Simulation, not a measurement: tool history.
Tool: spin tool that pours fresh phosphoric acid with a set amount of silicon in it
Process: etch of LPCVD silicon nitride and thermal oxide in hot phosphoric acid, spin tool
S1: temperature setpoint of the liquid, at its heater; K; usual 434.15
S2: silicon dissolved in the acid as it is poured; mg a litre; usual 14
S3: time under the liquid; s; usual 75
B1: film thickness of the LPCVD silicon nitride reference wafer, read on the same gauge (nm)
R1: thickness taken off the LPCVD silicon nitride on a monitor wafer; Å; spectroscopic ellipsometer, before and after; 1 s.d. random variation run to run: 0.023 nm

run	hour	S1	S2	S3	B1	R1
1	0	434.15	21	35	70	27
2	11.2	431.65	14	75	69.97	53.3
3	23.7	434.15	14	75	69.96	57.8
4	39.9	436.15	4	75	70.02	62
5	55.3	434.15	14	110	69.97	85.5
6	98.9	431.15	9.5	110	69.99	77.1
7	113.2	433.15	14	75	69.98	56.3
8	129.1	436.65	14	75	69.99	63.2
9	137.3	434.15	14	75	69.98	54.5
10	148.5	434.15	5.5	75	70	54.1
11	165.1	434.15	14	75	69.98	54.6
12	178.5	434.15	14	85	70.05	69.8
13	192.2	434.15	18.5	40	70	32.7
14	208.2	436.15	14	105	70.03	91.8
15	226.2	431.65	20	75	69.97	56.6
16	234.5	434.15	14	75	69.98	61.5
17	247.7	434.15	10	100	70.01	82.3
18	256.3	434.15	14	100	70.01	82
19	286.3	434.15	18.5	100	70	81.7
20	297.7	434.15	14	115	70	93.7
21	314.2	434.15	14	55	70.01	44.9

Not shown: 3 entries that the log had between the listed runs. Between which runs, and how does the tool's hidden state differ before and after?
Logged between run 4 and run 5: dissolved silicon flow meter replaced (hour 45.2)
  liquid hotter than its thermometer reads (K): 2.06 -> 2.07; temperature lost on the way to the wafer (K): 3.81 -> 3.83
  the result without the hidden state subtracted from the measured one, R1: -3.7 -> -5.2 Å
Logged between run 8 and run 9: thermometer replaced (hour 130.1)
  liquid hotter than its thermometer reads (K): 2.13 -> 0.269; temperature lost on the way to the wafer (K): 3.95 -> 3.96
  the result without the hidden state subtracted from the measured one, R1: -3.9 -> -7.2 Å
Logged between run 11 and run 12: heated supply line repaired (hour 178)
  liquid hotter than its thermometer reads (K): 0.293 -> 0.304; temperature lost on the way to the wafer (K): 4 -> 0.339
  the result without the hidden state subtracted from the measured one, R1: -7.2 -> +0 Å
